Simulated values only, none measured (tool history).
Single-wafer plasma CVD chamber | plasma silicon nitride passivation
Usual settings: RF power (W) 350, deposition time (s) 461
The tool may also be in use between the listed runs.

| run | day | RF power (W) | deposition time (s) | wafers since the last listed run | hours since the last RF generator calibration | hours since the showerhead was replaced | hours since the gauge calibration | read-back reference wafer on the same gauge, thickness_nm | mean film thickness on the monitor wafer (Å) |
|---|---|---|---|---|---|---|---|---|---|
| 1 | 0 | 350 | 461 | 0 | 445.1 | 5681.7 | 1532.7 | 734.108 | 6065.85 |
| 2 | 4.438 | 350 | 461 | 456 | 551.6 | 5788.2 | 1639.2 | 733.696 | 6049.11 |
|  | 6.492 | gauge calibrated |
| 3 | 8.633 | 350 | 461 | 431 | 652.3 | 5888.9 | 51.4 | 733.731 | 6038.54 |
| 4 | 10.2 | 350 | 461 | 161 | 689.9 | 5926.5 | 89 | 733.71 | 6025.38 |
| 5 | 12.046 | 350 | 461 | 189 | 734.2 | 5970.8 | 133.3 | 733.573 | 6036.38 |
| 6 | 14.567 | 350 | 461 | 259 | 794.7 | 6031.3 | 193.8 | 734.581 | 6025.2 |
| 7 | 23.354 | 350 | 517 | 904 | 1005.6 | 6242.2 | 404.7 | 732.928 | 6741.57 |
| 8 | 25.533 | 350 | 517 | 224 | 1057.9 | 6294.5 | 457 | 734.438 | 6740 |
| 9 | 29.508 | 350 | 429 | 409 | 1153.3 | 6389.9 | 552.4 | 733.691 | 5611.9 |
| 10 | 31.312 | 350 | 461 | 185 | 1196.6 | 6433.2 | 595.7 | 734.122 | 5997.48 |
| 11 | 35.217 | 350 | 461 | 401 | 1290.3 | 6526.9 | 689.4 | 734.026 | 5976.02 |
| 12 | 36.875 | 350 | 423 | 170 | 1330.1 | 6566.7 | 729.2 | 733.783 | 5499.21 |
| 13 | 40.367 | 350 | 423 | 359 | 1413.9 | 6650.5 | 813 | 734.178 | 5531.95 |
| 14 | 43.325 | 350 | 534 | 304 | 1484.9 | 6721.5 | 884 | 734.109 | 6943.4 |
| 15 | 44.904 | 350 | 461 | 162 | 1522.8 | 6759.4 | 921.9 | 734.719 | 5989.61 |
| 16 | 48.125 | 325 | 423 | 331 | 1600.1 | 6836.7 | 999.2 | 734.199 | 5387.05 |
| 17 | 50.229 | 325 | 423 | 216 | 1650.6 | 6887.2 | 1049.7 | 733.661 | 5399.68 |
| 18 | 54.304 | 410 | 397 | 419 | 1748.4 | 6985 | 1147.5 | 734.608 | 5417.69 |
| 19 | 57.271 | 300 | 407 | 305 | 1819.6 | 7056.2 | 1218.7 | 733.068 | 5054.02 |
| 20 | 59.912 | 350 | 461 | 271 | 1883 | 7119.6 | 1282.1 | 734.831 | 5991.5 |
| 21 | 64.321 | 285 | 549 | 453 | 1988.8 | 7225.4 | 1387.9 | 734.041 | 6728.21 |
|  | 65.446 | showerhead replaced |
|  | 66.033 | RF generator calibrated |
| 22 | 66.317 | 350 | 423 | 136 | 6.8 | 20.9 | 1435.8 | 733.199 | 5632.61 |
| 23 | 68.179 | 320 | 497 | 191 | 51.5 | 65.6 | 1480.5 | 733.4 | 6445.22 |
| 24 | 72.329 | 350 | 461 | 427 | 151.1 | 165.2 | 1580.1 | 734.089 | 6109.1 |
| 25 | 74.283 | 320 | 461 | 201 | 198 | 212.1 | 1627 | 734.064 | 5940.9 |
|  | 77.033 | gauge calibrated |
| 26 | 78.554 | 380 | 437 | 439 | 300.5 | 314.6 | 36.5 | 733.61 | 5891.71 |
| 27 | 81.071 | 330 | 524 | 259 | 360.9 | 375 | 96.9 | 734.455 | 6828.07 |
| 28 | 83.708 | 280 | 549 | 271 | 424.2 | 438.3 | 160.2 | 733.092 | 6797.54 |
| 29 | 87.912 | 380 | 507 | 432 | 525.1 | 539.2 | 261.1 | 734.677 | 6879.67 |
| 30 | 90.104 | 395 | 543 | 225 | 577.7 | 591.8 | 313.7 | 733.575 | 7360.99 |
| 31 | 92.7 | 375 | 553 | 267 | 640 | 654.1 | 376 | 734.356 | 7390.28 |
| 32 | 96.308 | 390 | 528 | 371 | 726.6 | 740.7 | 462.6 | 734.231 | 7136.22 |
| 33 | 99.429 | 305 | 372 | 321 | 801.5 | 815.6 | 537.5 | 733.788 | 4682.35 |
| 34 | 102.45 | 330 | 531 | 310 | 874 | 888.1 | 610 | 733.575 | 6839.67 |

How the hidden state differs across the entries between the runs, from the last listed run before each to the first after it:
Between runs 2 and 3: gauge calibrated (day 6.492)
  delivered RF power above the setpoint (%): -4.9 -> -5.41
  measured less the result without the state, mean film thickness on the monitor wafer (Å): -88.06 -> -97.45
Between runs 21 and 22: showerhead replaced (day 65.446); RF generator calibrated (day 66.033)
  delivered RF power above the setpoint (%): -8.21 -> -0.872
  measured less the result without the state, mean film thickness on the monitor wafer (Å): -167.93 -> -14.23
Between runs 25 and 26: gauge calibrated (day 77.033)
  delivered RF power above the setpoint (%): -2.89 -> -3.76
  measured less the result without the state, mean film thickness on the monitor wafer (Å): -50.33 -> -65.34
